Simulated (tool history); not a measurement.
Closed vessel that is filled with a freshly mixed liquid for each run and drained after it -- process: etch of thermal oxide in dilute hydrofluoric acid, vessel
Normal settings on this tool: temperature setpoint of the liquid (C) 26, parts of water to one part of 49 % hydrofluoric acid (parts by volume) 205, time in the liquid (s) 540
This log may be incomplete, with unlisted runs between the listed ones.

run,hour,temperature setpoint of the liquid (C),parts of water to one part of 49 % hydrofluoric acid (parts by volume),time in the liquid (s),"read-back film thickness of the thermal oxide reference wafer, read on the same gauge (nm)",thickness taken off the thermal oxide on a monitor wafer (nm)
1,0,26,275,540,149.95,9.03
2,228.9,26,275,540,149.98,8.98
3,310.8,26,230,540,149.99,11.26
# hour 401.9: thermometer replaced
4,410.2,26,205,540,149.99,13.61
5,497.3,26,205,540,150,13.42
6,549.2,26,205,540,149.99,13.51
7,654.1,26,205,540,149.97,13.45
# hour 836: hydrofluoric acid flow meter replaced
8,917.8,26,205,540,150.01,13.37
9,1129.1,26,245,415,150.01,8.28
10,1184.6,26,245,415,149.94,8.22
# hour 1263.7: gauge calibrated
11,1310.1,26,245,415,150.03,8.2
12,1372,26,205,540,150,13.25
13,1464.4,26,205,540,150,13.26
14,1511.3,26,205,540,150.01,13.19
15,1588.3,22,205,315,150.02,6.56
16,1646.1,21.5,245,540,149.97,8.96
17,1812.9,23.5,205,285,150.03,6.25
18,1852.1,23.5,205,680,150.03,15.12
19,1932.4,26,205,540,150.02,13.12
20,1979.2,23.5,155,685,149.99,20.92
21,2079.1,23,205,540,150.02,11.63
22,2125.7,31,240,270,150.07,6.33
23,2183.6,26,145,685,150.02,24.52
# hour 2273.1: hydrofluoric acid flow meter replaced
24,2299.4,24.5,205,540,150.01,12.22
25,2337.1,26,205,540,150.02,12.9
# hour 2418: thermometer replaced
26,2422,26,295,540,150,8.52
27,2684.1,26,205,540,149.98,13.35
28,2764.6,26,135,730,149.98,29.83
29,2833.8,31,205,635,149.95,18.82
30,2937.3,21.5,260,280,149.99,4.35
31,3232.3,26,205,540,149.99,13.27
32,3278.5,24,205,795,150.03,18.26
33,3345.7,30.5,165,345,150.04,12.89

Some steps in thickness taken off the thermal oxide on a monitor wafer (nm) between neighbouring runs. How much of each would the tool show without its hidden state too (settings, what came in, random variation), and how much is left for the hidden state, with any gauge scatter that isn't in both results?
Hidden conditions of the tool in this case: liquid colder than its thermometer reads (K); hydrofluoric acid flow below the setpoint (%); gauge reads high (%).
Run 22 -> 23: temperature setpoint of the liquid (C) 31 -> 26, parts of water to one part of 49 % hydrofluoric acid (parts by volume) 240 -> 145, time in the liquid (s) 270 -> 685. thickness taken off the thermal oxide on a monitor wafer (nm) +18.19: hidden state -0.97, all else +19.16.
Run 23 -> 24: temperature setpoint of the liquid (C) 26 -> 24.5, parts of water to one part of 49 % hydrofluoric acid (parts by volume) 145 -> 205, time in the liquid (s) 685 -> 540, hydrofluoric acid flow meter replaced. thickness taken off the thermal oxide on a monitor wafer (nm) -12.3: hidden state +0.6, all else -12.9.
Run 25 -> 26: parts of water to one part of 49 % hydrofluoric acid (parts by volume) 205 -> 295, thermometer replaced. thickness taken off the thermal oxide on a monitor wafer (nm) -4.38: hidden state +0.66, all else -5.04.
Run 27 -> 28: parts of water to one part of 49 % hydrofluoric acid (parts by volume) 205 -> 135, time in the liquid (s) 540 -> 730. thickness taken off the thermal oxide on a monitor wafer (nm) +16.48: hidden state -0.23, all else +16.71.
Run 29 -> 30: temperature setpoint of the liquid (C) 31 -> 21.5, parts of water to one part of 49 % hydrofluoric acid (parts by volume) 205 -> 260, time in the liquid (s) 635 -> 280. thickness taken off the thermal oxide on a monitor wafer (nm) -14.47: hidden state +0.16, all else -14.63.
